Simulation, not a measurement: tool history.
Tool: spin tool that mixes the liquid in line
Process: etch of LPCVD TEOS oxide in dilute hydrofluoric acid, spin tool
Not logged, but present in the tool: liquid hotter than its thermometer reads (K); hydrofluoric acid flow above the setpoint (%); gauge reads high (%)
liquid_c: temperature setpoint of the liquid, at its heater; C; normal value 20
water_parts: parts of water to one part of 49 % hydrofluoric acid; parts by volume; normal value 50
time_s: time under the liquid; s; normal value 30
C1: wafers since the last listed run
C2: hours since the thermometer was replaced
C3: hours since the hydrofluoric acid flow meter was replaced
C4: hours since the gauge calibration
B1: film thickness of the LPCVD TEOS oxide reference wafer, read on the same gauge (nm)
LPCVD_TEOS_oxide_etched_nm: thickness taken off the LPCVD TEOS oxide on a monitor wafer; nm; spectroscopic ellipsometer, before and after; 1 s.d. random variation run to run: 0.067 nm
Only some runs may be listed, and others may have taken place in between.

{"run": 1, "hour": 0.0, "liquid_c": 20, "water_parts": 60, "time_s": 30, "C1": 0, "C2": 1656.5, "C3": 1266.6, "C4": 1445.1, "B1": 149.99, "LPCVD_TEOS_oxide_etched_nm": 7.9}
{"run": 2, "hour": 47.5, "liquid_c": 20, "water_parts": 50, "time_s": 30, "C1": 886, "C2": 1704, "C3": 1314.1, "C4": 1492.6, "B1": 149.96, "LPCVD_TEOS_oxide_etched_nm": 9.55}
{"run": 3, "hour": 139.1, "liquid_c": 20, "water_parts": 50, "time_s": 30, "C1": 1709, "C2": 1795.6, "C3": 1405.7, "C4": 1584.2, "B1": 149.99, "LPCVD_TEOS_oxide_etched_nm": 9.66}
{"run": 4, "hour": 180.4, "liquid_c": 20, "water_parts": 50, "time_s": 30, "C1": 770, "C2": 1836.9, "C3": 1447, "C4": 1625.5, "B1": 150, "LPCVD_TEOS_oxide_etched_nm": 9.48}
{"run": 5, "hour": 233.8, "liquid_c": 17.5, "water_parts": 50, "time_s": 30, "C1": 996, "C2": 1890.3, "C3": 1500.4, "C4": 1678.9, "B1": 150.04, "LPCVD_TEOS_oxide_etched_nm": 8.55}
{"hour": 246.3, "done": "thermometer replaced"}
{"run": 6, "hour": 300.0, "liquid_c": 17.5, "water_parts": 50, "time_s": 30, "C1": 1216, "C2": 53.7, "C3": 1566.6, "C4": 1745.1, "B1": 150, "LPCVD_TEOS_oxide_etched_nm": 8.66}
{"run": 7, "hour": 403.2, "liquid_c": 20, "water_parts": 35, "time_s": 30, "C1": 1925, "C2": 156.9, "C3": 1669.8, "C4": 1848.3, "B1": 149.97, "LPCVD_TEOS_oxide_etched_nm": 13.99}
{"run": 8, "hour": 468.0, "liquid_c": 23.5, "water_parts": 65, "time_s": 30, "C1": 1209, "C2": 221.7, "C3": 1734.6, "C4": 1913.1, "B1": 150.01, "LPCVD_TEOS_oxide_etched_nm": 8.51}
{"run": 9, "hour": 656.0, "liquid_c": 18, "water_parts": 50, "time_s": 30, "C1": 3508, "C2": 409.7, "C3": 1922.6, "C4": 2101.1, "B1": 150.03, "LPCVD_TEOS_oxide_etched_nm": 8.91}
{"hour": 676.9, "done": "hydrofluoric acid flow meter replaced"}
{"run": 10, "hour": 738.6, "liquid_c": 18, "water_parts": 50, "time_s": 30, "C1": 1522, "C2": 492.3, "C3": 61.7, "C4": 2183.7, "B1": 150.04, "LPCVD_TEOS_oxide_etched_nm": 8.54}
{"run": 11, "hour": 793.4, "liquid_c": 20, "water_parts": 40, "time_s": 30, "C1": 1022, "C2": 547.1, "C3": 116.5, "C4": 2238.5, "B1": 149.94, "LPCVD_TEOS_oxide_etched_nm": 11.84}
{"run": 12, "hour": 868.3, "liquid_c": 22, "water_parts": 50, "time_s": 30, "C1": 1397, "C2": 622, "C3": 191.4, "C4": 2313.4, "B1": 149.98, "LPCVD_TEOS_oxide_etched_nm": 10.25}
{"run": 13, "hour": 962.4, "liquid_c": 20, "water_parts": 30, "time_s": 30, "C1": 1755, "C2": 716.1, "C3": 285.5, "C4": 2407.5, "B1": 149.96, "LPCVD_TEOS_oxide_etched_nm": 16.01}
{"run": 14, "hour": 1063.8, "liquid_c": 24.5, "water_parts": 50, "time_s": 20, "C1": 1892, "C2": 817.5, "C3": 386.9, "C4": 2508.9, "B1": 150.01, "LPCVD_TEOS_oxide_etched_nm": 7.65}
{"run": 15, "hour": 1113.0, "liquid_c": 17, "water_parts": 50, "time_s": 35, "C1": 918, "C2": 866.7, "C3": 436.1, "C4": 2558.1, "B1": 150, "LPCVD_TEOS_oxide_etched_nm": 9.64}
{"run": 16, "hour": 1187.0, "liquid_c": 25, "water_parts": 70, "time_s": 20, "C1": 1380, "C2": 940.7, "C3": 510.1, "C4": 2632.1, "B1": 150.03, "LPCVD_TEOS_oxide_etched_nm": 5.34}
{"run": 17, "hour": 1258.8, "liquid_c": 24.5, "water_parts": 30, "time_s": 40, "C1": 1339, "C2": 1012.5, "C3": 581.9, "C4": 2703.9, "B1": 150.02, "LPCVD_TEOS_oxide_etched_nm": 25.51}
{"run": 18, "hour": 1325.7, "liquid_c": 20, "water_parts": 70, "time_s": 45, "C1": 1248, "C2": 1079.4, "C3": 648.8, "C4": 2770.8, "B1": 149.96, "LPCVD_TEOS_oxide_etched_nm": 9.77}
{"run": 19, "hour": 1376.6, "liquid_c": 20, "water_parts": 50, "time_s": 30, "C1": 949, "C2": 1130.3, "C3": 699.7, "C4": 2821.7, "B1": 150.02, "LPCVD_TEOS_oxide_etched_nm": 9.43}
{"hour": 1404.2, "done": "gauge calibrated"}
{"run": 20, "hour": 1424.3, "liquid_c": 20, "water_parts": 50, "time_s": 30, "C1": 890, "C2": 1178, "C3": 747.4, "C4": 20.1, "B1": 150, "LPCVD_TEOS_oxide_etched_nm": 9.4}
{"run": 21, "hour": 1522.1, "liquid_c": 23, "water_parts": 65, "time_s": 35, "C1": 1825, "C2": 1275.8, "C3": 845.2, "C4": 117.9, "B1": 150, "LPCVD_TEOS_oxide_etched_nm": 9.46}
{"run": 22, "hour": 1625.4, "liquid_c": 20, "water_parts": 50, "time_s": 30, "C1": 1927, "C2": 1379.1, "C3": 948.5, "C4": 221.2, "B1": 149.98, "LPCVD_TEOS_oxide_etched_nm": 9.62}
{"run": 23, "hour": 1719.5, "liquid_c": 20, "water_parts": 65, "time_s": 50, "C1": 1755, "C2": 1473.2, "C3": 1042.6, "C4": 315.3, "B1": 150, "LPCVD_TEOS_oxide_etched_nm": 11.93}
{"run": 24, "hour": 1802.9, "liquid_c": 20, "water_parts": 70, "time_s": 30, "C1": 1556, "C2": 1556.6, "C3": 1126, "C4": 398.7, "B1": 150.04, "LPCVD_TEOS_oxide_etched_nm": 6.67}
{"hour": 1817.5, "done": "thermometer replaced"}
{"run": 25, "hour": 2070.3, "liquid_c": 21.5, "water_parts": 35, "time_s": 35, "C1": 4971, "C2": 252.8, "C3": 1393.4, "C4": 666.1, "B1": 150.01, "LPCVD_TEOS_oxide_etched_nm": 17.21}
{"run": 26, "hour": 2150.4, "liquid_c": 20, "water_parts": 65, "time_s": 45, "C1": 1494, "C2": 332.9, "C3": 1473.5, "C4": 746.2, "B1": 149.97, "LPCVD_TEOS_oxide_etched_nm": 10.99}
{"run": 27, "hour": 2231.1, "liquid_c": 20, "water_parts": 25, "time_s": 15, "C1": 1505, "C2": 413.6, "C3": 1554.2, "C4": 826.9, "B1": 149.98, "LPCVD_TEOS_oxide_etched_nm": 10.01}
{"run": 28, "hour": 2318.9, "liquid_c": 20, "water_parts": 70, "time_s": 40, "C1": 1638, "C2": 501.4, "C3": 1642, "C4": 914.7, "B1": 150.02, "LPCVD_TEOS_oxide_etched_nm": 9.09}
{"hour": 2376.0, "done": "hydrofluoric acid flow meter replaced"}
{"run": 29, "hour": 2377.6, "liquid_c": 20, "water_parts": 50, "time_s": 25, "C1": 1076, "C2": 560.1, "C3": 1.6, "C4": 973.4, "B1": 149.98, "LPCVD_TEOS_oxide_etched_nm": 7.73}
{"run": 30, "hour": 2432.5, "liquid_c": 17, "water_parts": 30, "time_s": 30, "C1": 1024, "C2": 615, "C3": 56.5, "C4": 1028.3, "B1": 149.99, "LPCVD_TEOS_oxide_etched_nm": 14.13}
{"run": 31, "hour": 2516.8, "liquid_c": 25, "water_parts": 30, "time_s": 30, "C1": 1573, "C2": 699.3, "C3": 140.8, "C4": 1112.6, "B1": 150, "LPCVD_TEOS_oxide_etched_nm": 19.81}
{"run": 32, "hour": 2569.1, "liquid_c": 20, "water_parts": 50, "time_s": 30, "C1": 975, "C2": 751.6, "C3": 193.1, "C4": 1164.9, "B1": 149.97, "LPCVD_TEOS_oxide_etched_nm": 9.51}
{"run": 33, "hour": 2608.5, "liquid_c": 20, "water_parts": 50, "time_s": 30, "C1": 735, "C2": 791, "C3": 232.5, "C4": 1204.3, "B1": 150, "LPCVD_TEOS_oxide_etched_nm": 9.38}

What if the next run were any one of these 4? Each begins from the tool's condition after run 33:
{"run": "A", "hour": 2608.9, "liquid_c": 20, "water_parts": 25, "time_s": 30, "C1": 7, "C2": 791.4, "C3": 232.9, "C4": 1204.7, "B1": "?", "LPCVD_TEOS_oxide_etched_nm": "?"}
{"run": "B", "hour": 2608.9, "liquid_c": 17, "water_parts": 70, "time_s": 50, "C1": 7, "C2": 791.4, "C3": 232.9, "C4": 1204.7, "B1": "?", "LPCVD_TEOS_oxide_etched_nm": "?"}
{"run": "C", "hour": 2608.9, "liquid_c": 23.5, "water_parts": 50, "time_s": 30, "C1": 7, "C2": 791.4, "C3": 232.9, "C4": 1204.7, "B1": "?", "LPCVD_TEOS_oxide_etched_nm": "?"}
{"run": "D", "hour": 2608.9, "liquid_c": 24.5, "water_parts": 30, "time_s": 30, "C1": 7, "C2": 791.4, "C3": 232.9, "C4": 1204.7, "B1": "?", "LPCVD_TEOS_oxide_etched_nm": "?"}

run=A B1=149.96 LPCVD_TEOS_oxide_etched_nm=19.17
run=B B1=149.96 LPCVD_TEOS_oxide_etched_nm=9.53
run=C B1=149.96 LPCVD_TEOS_oxide_etched_nm=10.77
run=D B1=149.96 LPCVD_TEOS_oxide_etched_nm=19.22
With no hidden state in the tool, these same runs would have given:
run=A LPCVD_TEOS_oxide_etched_nm=18.89
run=B LPCVD_TEOS_oxide_etched_nm=9.38
run=C LPCVD_TEOS_oxide_etched_nm=10.61
run=D LPCVD_TEOS_oxide_etched_nm=18.94
